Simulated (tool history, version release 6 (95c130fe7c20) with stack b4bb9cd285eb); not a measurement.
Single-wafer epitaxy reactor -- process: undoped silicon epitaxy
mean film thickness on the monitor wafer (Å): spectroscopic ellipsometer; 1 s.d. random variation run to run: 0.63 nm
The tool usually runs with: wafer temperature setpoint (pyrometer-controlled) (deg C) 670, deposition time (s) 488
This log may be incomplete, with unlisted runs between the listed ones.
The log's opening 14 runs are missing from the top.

run,hour,wafer temperature setpoint (pyrometer-controlled) (deg C),deposition time (s),"read-back reference wafer on the same gauge, thickness_nm",mean film thickness on the monitor wafer (Å)
15,1270.2,670,488,124.044,1144.15
# hour 1303.3: gauge calibrated
16,1419.9,670,488,124.048,1144.56
17,1468.6,660,566,124.237,1041.26
18,1512.4,660,488,123.974,890.76
19,1625.6,670,488,124.158,1133.15
20,1714.8,659,584,124.025,1037.72
21,1775.4,670,398,124.123,920.22
22,1818.1,684,455,123.830,1460.99
# hour 2013.7: pyrometer calibrated
23,2014.2,665,518,124.037,1076.06
24,2102.8,670,488,123.809,1145.11
25,2192.8,685,451,124.027,1516.57
26,2276.9,670,439,123.957,1039.90
27,2368.4,674,453,124.024,1175.34
28,2473.3,655,488,123.865,793.45
29,2528.0,674,488,124.086,1269.66
30,2593.7,670,488,124.236,1144.62

Predict each of these 5 candidate next runs independently; none follows another, all start after run 30:
A,2594.2,670,544,?,?
B,2594.2,657,488,?,?
C,2594.2,681,488,?,?
D,2594.2,670,394,?,?
E,2594.2,659,517,?,?

run,"read-back reference wafer on the same gauge, thickness_nm",mean film thickness on the monitor wafer (Å)
A,123.848,1269.66
B,123.848,831.71
C,123.848,1474.79
D,123.848,919.57
E,123.848,925.40
With the hidden condition removed and each run's random variation left untouched, the same runs would have given:
run,mean film thickness on the monitor wafer (Å)
A,1273.52
B,834.32
C,1479.16
D,922.37
E,928.30

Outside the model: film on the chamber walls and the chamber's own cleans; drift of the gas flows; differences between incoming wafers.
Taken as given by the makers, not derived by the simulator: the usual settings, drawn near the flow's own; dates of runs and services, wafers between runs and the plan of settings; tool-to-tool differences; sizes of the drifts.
